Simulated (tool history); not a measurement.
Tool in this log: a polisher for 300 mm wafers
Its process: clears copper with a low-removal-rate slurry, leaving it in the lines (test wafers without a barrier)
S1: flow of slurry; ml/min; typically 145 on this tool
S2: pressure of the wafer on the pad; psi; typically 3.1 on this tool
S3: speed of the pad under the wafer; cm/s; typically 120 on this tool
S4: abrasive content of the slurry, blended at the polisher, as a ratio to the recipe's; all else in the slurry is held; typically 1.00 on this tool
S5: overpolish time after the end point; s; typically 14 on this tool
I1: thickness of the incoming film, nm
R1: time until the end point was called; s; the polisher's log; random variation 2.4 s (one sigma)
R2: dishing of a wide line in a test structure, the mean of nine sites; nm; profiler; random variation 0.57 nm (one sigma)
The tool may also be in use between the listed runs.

run   hour   S1   S2   S3    S4  S5     I1     R1    R2
  1    0.0  145  3.1  120  1.00  14  506.4  160.5  28.0
       5.2  -- worn pad replaced by a new one
  2    9.4  145  3.1  120  1.00  14  505.6  139.1  32.7
  3   20.1  145  3.1  120  1.00  14  497.4  143.9  32.6
  4   33.0  145  3.1  120  1.00  14  511.3  145.5  30.4
  5   49.1  145  3.1  106  1.00  14  509.8  169.9  27.6
  6   62.0  145  3.1  106  1.00  14  506.8  175.1  27.1
  7   76.4  145  3.1  120  1.00  14  511.4  157.6  29.7
  8   83.3  145  3.1  120  1.00  14  505.8  155.8  29.5
  9  100.7  145  3.1  108  1.00   6  503.4  171.5  12.4
 10  111.6   95  2.5  120  1.00  14  505.2  214.0  21.8
 11  125.5  145  3.1  120  0.80  14  511.2  169.9  27.4
     135.3  -- slurry blender recalibrated
 12  136.0  145  3.1  120  1.00  14  506.4  156.6  29.6
 13  149.7  145  3.1  120  0.85  14  496.6  160.2  28.5
 14  156.4  145  3.1  106  1.00  14  504.3  178.2  26.3
     171.4  -- worn pad replaced by a new one
 15  171.9  180  3.1  120  1.00  14  511.7  138.9  34.3
 16  183.2  145  3.1  120  1.10  11  500.4  134.8  25.9
 17  189.4  105  3.1  158  1.00  14  508.9  118.7  37.7
 18  195.7  145  3.1  120  1.00  19  514.6  149.1  40.3
 19  203.8  145  3.1  120  1.15   9  501.7  141.9  21.4
 20  213.5  145  3.1  120  1.10   7  500.7  147.7  16.5
 21  230.9  145  3.1  158  0.75  14  508.8  128.0  35.3
 22  241.2  145  4.0  120  0.75  19  502.8  128.1  45.3
 23  282.9  145  2.2  120  0.85  11  506.2  226.7  15.9
 24  293.7  145  4.2  104  1.30  19  505.2  124.7  46.6
 25  307.2  145  3.1  150  1.00  14  494.2  121.9  34.7
 26  335.1  145  3.1  120  1.00  14  497.8  155.5  28.1
     348.1  -- worn pad replaced by a new one
 27  348.6  145  3.1  120  1.00  14  508.6  143.0  33.1
 28  353.2  145  3.1  120  1.00  14  504.4  145.4  32.4
 29  369.6  145  3.1  120  1.00  14  507.3  145.6  31.8
 30  377.5  145  3.9   88  1.15  14  503.6  154.3  30.9

3 ways to go on from here, each from the tool as it stands after run 30. What would each give?
  A  378.0  145  4.2  120  1.00  14  501.9   ?   ?
  B  378.0  180  2.4  120  1.15  14  501.9   ?   ?
  C  378.0  130  3.1  120  0.80  14  501.9   ?   ?

run     R1    R2
  A  108.2  40.8
  B  175.6  25.8
  C  159.4  28.5
The same runs, with their run-to-run variation unchanged, on a tool lacking any hidden condition would have given:
run     R1    R2
  A  100.2  43.6
  B  162.7  27.6
  C  147.7  30.5
